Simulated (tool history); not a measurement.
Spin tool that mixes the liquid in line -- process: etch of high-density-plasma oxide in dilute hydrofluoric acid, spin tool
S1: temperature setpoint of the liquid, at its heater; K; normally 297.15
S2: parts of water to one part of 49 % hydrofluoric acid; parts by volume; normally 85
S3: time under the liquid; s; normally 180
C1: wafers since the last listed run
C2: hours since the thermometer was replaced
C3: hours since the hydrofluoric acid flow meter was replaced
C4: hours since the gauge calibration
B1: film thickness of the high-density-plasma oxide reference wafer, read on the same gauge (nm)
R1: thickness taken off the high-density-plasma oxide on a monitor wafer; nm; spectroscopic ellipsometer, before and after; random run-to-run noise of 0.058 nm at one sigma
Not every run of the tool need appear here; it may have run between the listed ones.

run 1 hour=0.0 | S1=297.15 S2=70 S3=180 | C1=0 C2=685.3 C3=489.3 C4=96.4 | B1=151.42 | R1=13.06
run 2 hour=35.3 | S1=297.15 S2=70 S3=180 | C1=158 C2=720.6 C3=524.6 C4=131.7 | B1=151.85 | R1=12.93
run 3 hour=71.2 | S1=297.15 S2=85 S3=180 | C1=161 C2=756.5 C3=560.5 C4=167.6 | B1=152.14 | R1=10.50
run 4 hour=121.3 | S1=297.15 S2=85 S3=180 | C1=225 C2=806.6 C3=610.6 C4=217.7 | B1=152.51 | R1=10.49
run 5 hour=190.0 | S1=297.15 S2=115 S3=180 | C1=309 C2=875.3 C3=679.3 C4=286.4 | B1=152.88 | R1=7.54
run 6 hour=227.4 | S1=297.15 S2=115 S3=180 | C1=168 C2=912.7 C3=716.7 C4=323.8 | B1=153.07 | R1=7.55
run 7 hour=263.6 | S1=297.15 S2=105 S3=265 | C1=162 C2=948.9 C3=752.9 C4=360.0 | B1=153.13 | R1=12.44
run 8 hour=293.2 | S1=297.15 S2=105 S3=265 | C1=133 C2=978.5 C3=782.5 C4=389.6 | B1=153.26 | R1=12.36
run 9 hour=329.3 | S1=297.15 S2=85 S3=220 | C1=162 C2=1014.6 C3=818.6 C4=425.7 | B1=153.35 | R1=12.99
run 10 hour=384.8 | S1=297.15 S2=50 S3=115 | C1=249 C2=1070.1 C3=874.1 C4=481.2 | B1=153.44 | R1=12.07
run 11 hour=428.9 | S1=299.65 S2=100 S3=105 | C1=198 C2=1114.2 C3=918.2 C4=525.3 | B1=153.50 | R1=5.73
-- hour=452.4 thermometer replaced
run 12 hour=493.1 | S1=297.15 S2=55 S3=90 | C1=284 C2=40.7 C3=982.4 C4=589.5 | B1=153.58 | R1=8.57
-- hour=509.7 gauge calibrated
run 13 hour=565.1 | S1=297.15 S2=55 S3=180 | C1=323 C2=112.7 C3=1054.4 C4=55.4 | B1=150.74 | R1=16.67
-- hour=619.2 hydrofluoric acid flow meter replaced
run 14 hour=633.3 | S1=295.65 S2=85 S3=180 | C1=302 C2=180.9 C3=14.1 C4=123.6 | B1=151.55 | R1=9.89
run 15 hour=691.1 | S1=297.15 S2=60 S3=120 | C1=260 C2=238.7 C3=71.9 C4=181.4 | B1=152.11 | R1=10.28
run 16 hour=760.9 | S1=297.15 S2=105 S3=265 | C1=314 C2=308.5 C3=141.7 C4=251.2 | B1=152.54 | R1=12.22
run 17 hour=789.8 | S1=297.15 S2=85 S3=180 | C1=130 C2=337.4 C3=170.6 C4=280.1 | B1=152.67 | R1=10.58

4 ways to go on from here, each from the tool as it stands after run 17. What would each give?
run A hour=790.3 | S1=297.15 S2=85 S3=180 | C1=2 C2=337.9 C3=171.1 C4=280.6 | B1=? | R1=?
run B hour=790.3 | S1=293.65 S2=75 S3=80 | C1=2 C2=337.9 C3=171.1 C4=280.6 | B1=? | R1=?
run C hour=790.3 | S1=297.15 S2=85 S3=215 | C1=2 C2=337.9 C3=171.1 C4=280.6 | B1=? | R1=?
run D hour=790.3 | S1=299.65 S2=85 S3=180 | C1=2 C2=337.9 C3=171.1 C4=280.6 | B1=? | R1=?

run=A B1=152.68 R1=10.53
run=B B1=152.68 R1=4.65
run=C B1=152.68 R1=12.57
run=D B1=152.68 R1=11.62
Take away the tool's hidden state, keep each run's random variation, and the runs would have read:
run=A R1=10.34
run=B R1=4.57
run=C R1=12.35
run=D R1=11.42
